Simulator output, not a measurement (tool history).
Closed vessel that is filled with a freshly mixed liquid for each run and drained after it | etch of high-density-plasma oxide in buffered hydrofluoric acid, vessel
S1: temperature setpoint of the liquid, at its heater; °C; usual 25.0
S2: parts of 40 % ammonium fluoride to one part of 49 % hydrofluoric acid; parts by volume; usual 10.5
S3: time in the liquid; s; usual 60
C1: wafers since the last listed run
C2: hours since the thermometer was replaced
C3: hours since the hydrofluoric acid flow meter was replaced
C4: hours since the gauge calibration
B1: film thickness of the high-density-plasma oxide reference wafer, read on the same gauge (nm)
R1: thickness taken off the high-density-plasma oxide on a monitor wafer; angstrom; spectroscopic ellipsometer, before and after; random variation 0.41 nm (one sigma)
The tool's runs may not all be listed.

Run 1, hour 0.0: usual settings; C1 0; C2 1510.2; C3 441.6; C4 661.3; B1 79.99. Result: R1 729.9 angstrom.
Run 2, hour 13.0: usual settings but S1 27.5 °C, S3 75 s; C1 1287; C2 1523.2; C3 454.6; C4 674.3; B1 79.99. Result: R1 1041.5 angstrom.
Run 3, hour 37.0: usual settings but S1 27.5 °C, S3 75 s; C1 2376; C2 1547.2; C3 478.6; C4 698.3; B1 80.01. Result: R1 1039.5 angstrom.
Run 4, hour 61.2: usual settings but S1 27.5 °C, S3 75 s; C1 2395; C2 1571.4; C3 502.8; C4 722.5; B1 80.01. Result: R1 1037.8 angstrom.
Run 5, hour 85.9: usual settings but S1 23.0 °C, S3 50 s; C1 2445; C2 1596.1; C3 527.5; C4 747.2; B1 79.99. Result: R1 546.5 angstrom.
Run 6, hour 113.9: usual settings but S1 23.0 °C, S3 50 s; C1 2772; C2 1624.1; C3 555.5; C4 775.2; B1 80.01. Result: R1 547.6 angstrom.
Run 7, hour 134.2: usual settings but S1 28.0 °C; C1 2009; C2 1644.4; C3 575.8; C4 795.5; B1 79.99. Result: R1 856.5 angstrom.
Run 8, hour 148.1: usual settings but S2 11.5 parts by volume, S3 45 s; C1 1376; C2 1658.3; C3 589.7; C4 809.4; B1 80.02. Result: R1 497.6 angstrom.
Run 9, hour 178.5: usual settings but S1 24.0 °C; C1 3009; C2 1688.7; C3 620.1; C4 839.8; B1 80.00. Result: R1 683.5 angstrom.
Run 10, hour 200.1: usual settings but S1 24.0 °C; C1 2138; C2 1710.3; C3 641.7; C4 861.4; B1 79.99. Result: R1 676.9 angstrom.
At hour 215.0: thermometer replaced.
At hour 265.8: gauge calibrated.
Run 11, hour 268.7: usual settings but S1 24.0 °C; C1 6692; C2 53.7; C3 710.3; C4 2.9; B1 80.00. Result: R1 680.6 angstrom.
Run 12, hour 286.9: usual settings; C1 1801; C2 71.9; C3 728.5; C4 21.1; B1 79.98. Result: R1 730.4 angstrom.
Run 13, hour 305.8: usual settings; C1 1871; C2 90.8; C3 747.4; C4 40.0; B1 80.01. Result: R1 727.9 angstrom.
Run 14, hour 325.3: usual settings but S1 23.0 °C, S2 12.5 parts by volume; C1 1930; C2 110.3; C3 766.9; C4 59.5; B1 80.01. Result: R1 546.9 angstrom.
Run 15, hour 339.4: usual settings but S1 27.5 °C, S2 7.0 parts by volume, S3 75 s; C1 1395; C2 124.4; C3 781.0; C4 73.6; B1 80.02. Result: R1 1516.4 angstrom.
Run 16, hour 363.8: usual settings but S1 27.0 °C, S2 13.5 parts by volume, S3 85 s; C1 2415; C2 148.8; C3 805.4; C4 98.0; B1 80.01. Result: R1 892.3 angstrom.
Run 17, hour 394.9: usual settings but S1 27.0 °C, S2 13.5 parts by volume, S3 85 s; C1 3079; C2 179.9; C3 836.5; C4 129.1; B1 80.01. Result: R1 884.5 angstrom.
Run 18, hour 413.8: usual settings but S1 29.5 °C, S2 8.5 parts by volume; C1 1871; C2 198.8; C3 855.4; C4 148.0; B1 80.01. Result: R1 1092.8 angstrom.
Run 19, hour 447.2: usual settings but S1 27.5 °C, S3 75 s; C1 3306; C2 232.2; C3 888.8; C4 181.4; B1 79.99. Result: R1 1023.7 angstrom.
Run 20, hour 472.3: usual settings; C1 2484; C2 257.3; C3 913.9; C4 206.5; B1 80.00. Result: R1 722.5 angstrom.
Run 21, hour 484.8: usual settings but S1 21.5 °C, S2 7.0 parts by volume, S3 75 s; C1 1237; C2 269.8; C3 926.4; C4 219.0; B1 79.99. Result: R1 1080.1 angstrom.

Run 22 comes next. What will it give?
Run 22, hour 499.4: usual settings; C1 1445; C2 284.4; C3 941.0; C4 233.6; B1 ?. Result: R1 ?.

Run 22 gave B1 80.00, R1 723.2 angstrom.
Without the tool's hidden state the same run would have given R1 742.5 angstrom.

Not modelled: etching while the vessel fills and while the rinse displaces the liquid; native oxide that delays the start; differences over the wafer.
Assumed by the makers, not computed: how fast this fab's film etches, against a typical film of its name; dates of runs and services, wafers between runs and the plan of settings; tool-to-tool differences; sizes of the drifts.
